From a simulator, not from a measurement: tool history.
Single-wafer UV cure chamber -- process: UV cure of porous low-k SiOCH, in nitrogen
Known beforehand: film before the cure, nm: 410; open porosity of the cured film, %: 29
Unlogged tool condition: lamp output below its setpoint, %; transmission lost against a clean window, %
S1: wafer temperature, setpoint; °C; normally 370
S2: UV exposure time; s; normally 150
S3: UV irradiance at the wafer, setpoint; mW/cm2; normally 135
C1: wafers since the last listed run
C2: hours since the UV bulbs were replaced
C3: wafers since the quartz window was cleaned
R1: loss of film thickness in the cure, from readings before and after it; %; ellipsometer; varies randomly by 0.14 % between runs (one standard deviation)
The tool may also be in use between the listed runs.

run,hour,S1,S2,S3,C1,C2,C3,R1
1,0.0,370,150,135,0,1942.7,1643,11.869
# hour 32.9: quartz window cleaned
2,33.4,370,150,135,219,1976.1,4,11.835
3,64.2,366,150,105,266,2006.9,271,10.304
4,123.5,370,150,135,513,2066.2,784,11.467
5,141.9,370,150,151,159,2084.6,943,12.151
6,162.4,370,150,151,177,2105.1,1120,12.020
7,183.1,370,150,151,179,2125.8,1299,11.952
8,198.6,370,110,165,134,2141.3,1433,10.498
9,214.2,370,110,165,134,2156.9,1568,10.658
10,233.4,385,150,135,166,2176.1,1734,11.527
# hour 273.7: quartz window cleaned
11,332.1,370,95,135,784,2274.8,504,8.674
12,364.8,370,110,166,282,2307.5,787,10.304
13,384.5,370,150,135,170,2327.2,958,10.676
14,435.7,362,195,135,442,2378.4,1401,12.085
15,469.2,357,195,103,289,2411.9,1691,10.053
# hour 526.9: quartz window cleaned
# hour 534.9: UV bulbs replaced
16,563.3,370,150,135,676,28.4,246,13.660
17,585.7,356,185,135,193,50.8,439,14.570
18,599.8,370,150,156,121,64.9,561,14.052
19,614.3,361,105,97,125,79.4,687,9.651
20,705.7,384,225,112,790,170.8,1477,15.271
21,734.6,386,150,146,250,199.7,1727,14.430

Hidden condition of the tool, last listed run before each entry between runs versus first listed run after:
Run 1 -> run 2: quartz window cleaned (hour 32.9)
  lamp output below its setpoint, %: 30 -> 31
  what was measured, less what the result would be without the hidden state, R1: -1.990 -> -2.070 %
Run 10 -> run 11: quartz window cleaned (hour 273.7)
  lamp output below its setpoint, %: 36.9 -> 40
  what was measured, less what the result would be without the hidden state, R1: -2.539 -> -2.730 %
Run 15 -> run 16: quartz window cleaned (hour 526.9); UV bulbs replaced (hour 534.9)
  lamp output below its setpoint, %: 44.5 -> 2.43
  what was measured, less what the result would be without the hidden state, R1: -3.174 -> -0.138 %

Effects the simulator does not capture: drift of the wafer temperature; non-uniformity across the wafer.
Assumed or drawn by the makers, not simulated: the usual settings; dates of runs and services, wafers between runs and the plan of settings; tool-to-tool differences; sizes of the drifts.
